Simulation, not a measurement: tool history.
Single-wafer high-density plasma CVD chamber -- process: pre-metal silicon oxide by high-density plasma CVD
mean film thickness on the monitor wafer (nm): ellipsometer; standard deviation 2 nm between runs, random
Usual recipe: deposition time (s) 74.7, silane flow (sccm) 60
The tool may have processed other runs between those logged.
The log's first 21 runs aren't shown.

run,hour,deposition time (s),silane flow (sccm),wafers since the last listed run,hours since the silane flow controller was replaced,hours since the gauge calibration,"read-back reference wafer on the same gauge, thickness_nm",mean film thickness on the monitor wafer (nm)
22,1113.1,74.7,60,614,3289.2,500.1,485.808,469.049
23,1181.1,74.7,60,626,3357.2,568.1,485.340,468.890
24,1238.9,61.0,71,532,3415.0,625.9,485.898,451.463
25,1269.2,88.0,71,279,3445.3,656.2,486.282,651.772
26,1318.2,74.7,60,451,3494.3,705.2,487.790,467.111
# hour 1342.2: silane flow controller replaced
27,1363.5,70.6,66,343,21.3,750.5,488.760,490.704
28,1415.9,74.7,60,482,73.7,802.9,488.788,467.750
29,1452.2,74.7,60,334,110.0,839.2,488.500,470.812
30,1487.5,88.7,69,325,145.3,874.5,489.256,643.173
31,1558.4,74.7,60,652,216.2,945.4,489.944,470.693
32,1605.1,74.7,57,430,262.9,992.1,490.935,448.354
33,1656.5,64.7,60,473,314.3,1043.5,490.463,409.040
34,1722.7,68.6,63,609,380.5,1109.7,492.311,457.964

Forecast each of these 3 alternatives for the next run:
A,1723.1,74.7,60,3,380.9,1110.1,?,?
B,1723.1,74.7,67,3,380.9,1110.1,?,?
C,1723.1,88.0,55,3,380.9,1110.1,?,?

run,"read-back reference wafer on the same gauge, thickness_nm",mean film thickness on the monitor wafer (nm)
A,491.250,474.268
B,491.250,529.600
C,491.250,512.151
Without the tool's unlogged condition, the same runs would have read:
run,mean film thickness on the monitor wafer (nm)
A,463.453
B,517.522
C,500.471
